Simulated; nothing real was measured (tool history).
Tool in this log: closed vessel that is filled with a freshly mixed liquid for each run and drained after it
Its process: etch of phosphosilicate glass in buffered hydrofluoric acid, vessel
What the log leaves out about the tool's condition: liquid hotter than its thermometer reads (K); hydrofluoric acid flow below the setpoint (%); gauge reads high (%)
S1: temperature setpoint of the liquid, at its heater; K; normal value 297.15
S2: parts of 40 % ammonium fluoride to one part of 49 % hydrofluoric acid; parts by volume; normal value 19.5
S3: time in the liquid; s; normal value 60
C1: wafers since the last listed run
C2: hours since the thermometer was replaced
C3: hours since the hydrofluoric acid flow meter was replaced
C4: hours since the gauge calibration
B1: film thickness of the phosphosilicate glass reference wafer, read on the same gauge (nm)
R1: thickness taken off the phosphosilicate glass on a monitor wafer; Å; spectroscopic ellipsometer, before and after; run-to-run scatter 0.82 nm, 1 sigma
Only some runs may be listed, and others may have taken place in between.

| run | day | S1 | S2 | S3 | C1 | C2 | C3 | C4 | B1 | R1 |
|---|---|---|---|---|---|---|---|---|---|---|
| 1 | 0 | 297.15 | 19.5 | 60 | 0 | 1410 | 938.5 | 1028.6 | 60.05 | 1485 |
| 2 | 1.979 | 297.15 | 19.5 | 60 | 5547 | 1457.5 | 986 | 1076.1 | 59.97 | 1486 |
| 3 | 5.346 | 297.15 | 19.5 | 60 | 9436 | 1538.3 | 1066.8 | 1156.9 | 59.99 | 1494.1 |
| 4 | 7.996 | 297.15 | 19.5 | 60 | 7427 | 1601.9 | 1130.4 | 1220.5 | 60.05 | 1486.8 |
| 5 | 11.383 | 297.15 | 19.5 | 60 | 9494 | 1683.2 | 1211.7 | 1301.8 | 59.97 | 1503.7 |
| 6 | 13.267 | 297.15 | 19.5 | 60 | 5278 | 1728.4 | 1256.9 | 1347 | 60.06 | 1501 |
| 7 | 15.317 | 293.65 | 19.5 | 80 | 5745 | 1777.6 | 1306.1 | 1396.2 | 59.99 | 1659.7 |
| 8 | 17.983 | 297.15 | 14 | 85 | 7474 | 1841.6 | 1370.1 | 1460.2 | 60.01 | 2935.6 |
| 9 | 22.129 | 297.15 | 14 | 85 | 11620 | 1941.1 | 1469.6 | 1559.7 | 59.99 | 2969.3 |
| 10 | 26.083 | 297.15 | 14 | 60 | 11082 | 2036 | 1564.5 | 1654.6 | 60.02 | 2076.8 |
|  | 28.008 | gauge calibrated |
| 11 | 29.642 | 297.15 | 14 | 60 | 9973 | 2121.4 | 1649.9 | 39.2 | 60.01 | 2080.4 |
| 12 | 32.054 | 297.15 | 19.5 | 60 | 6761 | 2179.3 | 1707.8 | 97.1 | 60.01 | 1507.4 |
| 13 | 33.575 | 297.15 | 19.5 | 60 | 4262 | 2215.8 | 1744.3 | 133.6 | 60.01 | 1493.7 |
| 14 | 36.079 | 298.65 | 19.5 | 60 | 7018 | 2275.9 | 1804.4 | 193.7 | 59.97 | 1624 |
| 15 | 39.746 | 297.15 | 12 | 60 | 10277 | 2363.9 | 1892.4 | 281.7 | 60.06 | 2430.7 |
| 16 | 43.033 | 293.65 | 16.5 | 80 | 9214 | 2442.8 | 1971.3 | 360.6 | 60 | 1935 |
| 17 | 45.042 | 297.15 | 19.5 | 50 | 5629 | 2491 | 2019.5 | 408.8 | 59.99 | 1244.1 |
| 18 | 47.679 | 297.15 | 19.5 | 60 | 7392 | 2554.3 | 2082.8 | 472.1 | 60.04 | 1515.8 |
|  | 50.058 | hydrofluoric acid flow meter replaced |
| 19 | 50.938 | 302.15 | 19.5 | 60 | 9015 | 2632.5 | 21.1 | 550.3 | 60.03 | 2030 |
| 20 | 53.9 | 297.15 | 22 | 30 | 8303 | 2703.6 | 92.2 | 621.4 | 59.99 | 708.7 |
| 21 | 56.938 | 297.15 | 16.5 | 75 | 8513 | 2776.5 | 165.1 | 694.3 | 60 | 2302 |
|  | 58.575 | thermometer replaced |
| 22 | 59.608 | 297.15 | 16 | 35 | 7369 | 24.8 | 229.2 | 758.4 | 60.03 | 1059.4 |
| 23 | 62.433 | 292.65 | 21.5 | 60 | 7917 | 92.6 | 297 | 826.2 | 60.02 | 1083 |
| 24 | 66.908 | 301.65 | 27 | 45 | 12542 | 200 | 404.4 | 933.6 | 59.97 | 1122.4 |
| 25 | 69.988 | 297.15 | 27 | 60 | 8630 | 273.9 | 478.3 | 1007.5 | 60 | 1185 |
| 26 | 74.067 | 297.15 | 23.5 | 60 | 11433 | 371.8 | 576.2 | 1105.4 | 59.99 | 1306.2 |
| 27 | 77.271 | 297.15 | 19.5 | 60 | 8980 | 448.7 | 653.1 | 1182.3 | 59.99 | 1508.4 |

Selected run-to-run steps in R1, each split into two signed amounts: the part the tool would show with no hidden state at all (from settings, incoming material and random variation), and the remainder, which goes to the hidden state together with any gauge scatter not common to the measured and the hidden-state-free results:
Run 18 -> 19: S1 297.15 -> 302.15, hydrofluoric acid flow meter replaced. R1 +514.2 Å: hidden state +70, all else +444.2.
Run 19 -> 20: S1 302.15 -> 297.15, S2 19.5 -> 22, S3 60 -> 30. R1 -1321.3 Å: hidden state -49, all else -1272.3.
Run 20 -> 21: S2 22 -> 16.5, S3 30 -> 75. R1 +1593.3 Å: hidden state +61.5, all else +1531.8.
Run 21 -> 22: S2 16.5 -> 16, S3 75 -> 35, thermometer replaced. R1 -1242.6 Å: hidden state -94.4, all else -1148.2.
